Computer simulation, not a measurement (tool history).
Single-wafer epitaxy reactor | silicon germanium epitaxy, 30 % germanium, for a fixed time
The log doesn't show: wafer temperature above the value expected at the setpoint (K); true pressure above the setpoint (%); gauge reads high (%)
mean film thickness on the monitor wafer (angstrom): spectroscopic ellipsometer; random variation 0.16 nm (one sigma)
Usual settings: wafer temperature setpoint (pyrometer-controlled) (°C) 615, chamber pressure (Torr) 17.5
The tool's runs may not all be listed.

run,hour,wafer temperature setpoint (pyrometer-controlled) (°C),chamber pressure (Torr),wafers since the last listed run,hours since the last pyrometer calibration,hours since the last manometer calibration,hours since the showerhead was replaced,hours since the gauge calibration,"read-back reference wafer on the same gauge, thickness_nm",mean film thickness on the monitor wafer (angstrom)
1,0.0,615,19.7,0,636.6,1151.2,7301.8,258.2,81.815,763.70
2,16.8,615,19.7,306,653.4,1168.0,7318.6,275.0,81.772,762.05
# hour 73.6: gauge calibrated
3,117.6,615,19.7,1839,754.2,1268.8,7419.4,44.0,81.808,761.50
4,151.2,615,20.9,613,787.8,1302.4,7453.0,77.6,81.817,776.76
5,180.7,615,17.5,538,817.3,1331.9,7482.5,107.1,81.835,722.01
6,202.6,615,17.5,399,839.2,1353.8,7504.4,129.0,81.813,725.21
7,234.9,615,17.5,589,871.5,1386.1,7536.7,161.3,81.810,722.48
8,270.8,615,17.5,655,907.4,1422.0,7572.6,197.2,81.761,723.44
9,284.9,615,17.5,257,921.5,1436.1,7586.7,211.3,81.792,722.92
# hour 316.9: capacitance manometer re-zeroed and calibrated
10,317.7,622,17.5,452,954.3,0.8,7619.5,244.1,81.774,846.27
11,332.5,622,17.5,270,969.1,15.6,7634.3,258.9,81.772,844.77
# hour 357.2: showerhead replaced
12,357.7,618,17.5,313,994.3,40.8,0.5,284.1,81.804,787.26
13,383.2,607,16.0,465,1019.8,66.3,26.0,309.6,81.779,619.50
# hour 403.2: pyrometer calibrated
14,418.4,600,17.5,496,15.2,101.5,61.2,344.8,81.796,565.57
15,436.8,608,20.0,335,33.6,119.9,79.6,363.2,81.812,691.01
# hour 450.4: gauge calibrated
16,465.3,624,13.6,520,62.1,148.4,108.1,14.9,81.769,787.34
17,481.4,627,14.6,293,78.2,164.5,124.2,31.0,81.796,853.94
18,515.5,615,17.5,622,112.3,198.6,158.3,65.1,81.820,743.83
19,539.7,615,17.5,441,136.5,222.8,182.5,89.3,81.829,741.12
20,555.4,609,19.9,286,152.2,238.5,198.2,105.0,81.807,703.26
21,577.8,615,17.5,408,174.6,260.9,220.6,127.4,81.799,743.24
22,596.5,601,21.0,341,193.3,279.6,239.3,146.1,81.861,616.41
23,629.3,608,19.9,598,226.1,312.4,272.1,178.9,81.806,683.16
24,645.3,615,17.5,291,242.1,328.4,288.1,194.9,81.795,737.00

Forecast each of these 4 alternatives for the next run:
A,645.7,615,17.5,7,242.5,328.8,288.5,195.3,?,?
B,645.7,630,20.6,7,242.5,328.8,288.5,195.3,?,?
C,645.7,626,13.3,7,242.5,328.8,288.5,195.3,?,?
D,645.7,627,21.2,7,242.5,328.8,288.5,195.3,?,?

run,"read-back reference wafer on the same gauge, thickness_nm",mean film thickness on the monitor wafer (angstrom)
A,81.848,740.30
B,81.848,1029.22
C,81.848,807.04
D,81.848,988.04
Without the tool's hidden state the same runs would have given:
run,mean film thickness on the monitor wafer (angstrom)
A,745.00
B,1035.75
C,812.17
D,994.31

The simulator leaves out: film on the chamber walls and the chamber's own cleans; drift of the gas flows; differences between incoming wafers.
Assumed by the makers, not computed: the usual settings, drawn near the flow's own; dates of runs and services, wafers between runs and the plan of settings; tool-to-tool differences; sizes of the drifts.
